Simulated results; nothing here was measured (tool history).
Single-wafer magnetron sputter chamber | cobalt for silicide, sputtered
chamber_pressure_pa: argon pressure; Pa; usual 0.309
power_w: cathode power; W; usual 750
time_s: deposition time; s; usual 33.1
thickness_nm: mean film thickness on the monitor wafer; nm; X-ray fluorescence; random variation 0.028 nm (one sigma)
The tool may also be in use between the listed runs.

run,hour,chamber_pressure_pa,power_w,time_s,"read-back reference wafer on the same gauge, thickness_nm",thickness_nm
1,0.0,0.309,750,33.1,14.903,13.045
2,7.7,0.309,750,33.1,14.908,13.013
# hour 12.6: gauge calibrated
3,14.6,0.273,750,33.1,14.894,12.987
4,26.2,0.273,750,33.1,14.893,12.999
5,47.1,0.273,750,33.1,14.901,13.022
# hour 64.5: capacitance manometer re-zeroed and calibrated
6,65.0,0.309,750,35.4,14.895,13.774
7,70.9,0.309,750,33.1,14.908,12.855
# hour 84.7: magnet pack replaced, of another model than before
8,85.2,0.309,750,33.1,14.893,12.862
9,93.7,0.273,750,33.1,14.902,12.966
# hour 113.6: sputter target and shields replaced
10,114.1,0.418,750,37.4,14.894,14.563
# hour 118.9: gauge calibrated
11,124.1,0.309,750,33.1,14.903,13.336
12,133.2,0.192,650,33.1,14.897,12.492
13,150.7,0.226,700,31.4,14.890,12.317
14,157.0,0.198,600,37.8,14.921,13.464
15,169.8,0.433,750,33.1,14.898,12.818
16,188.1,0.222,900,28.1,14.909,13.230

Forecast each of these 5 alternatives for the next run:
A,188.5,0.309,750,33.1,?,?
B,188.5,0.309,900,37.0,?,?
C,188.5,0.370,850,33.1,?,?
D,188.5,0.309,850,37.0,?,?
E,188.5,0.417,650,27.6,?,?

run,"read-back reference wafer on the same gauge, thickness_nm",thickness_nm
A,14.898,13.331
B,14.898,16.996
C,14.898,14.334
D,14.898,16.298
E,14.898,9.777
Without the tool's hidden state the same runs would have given:
run,thickness_nm
A,13.353
B,17.024
C,14.358
D,16.325
E,9.793
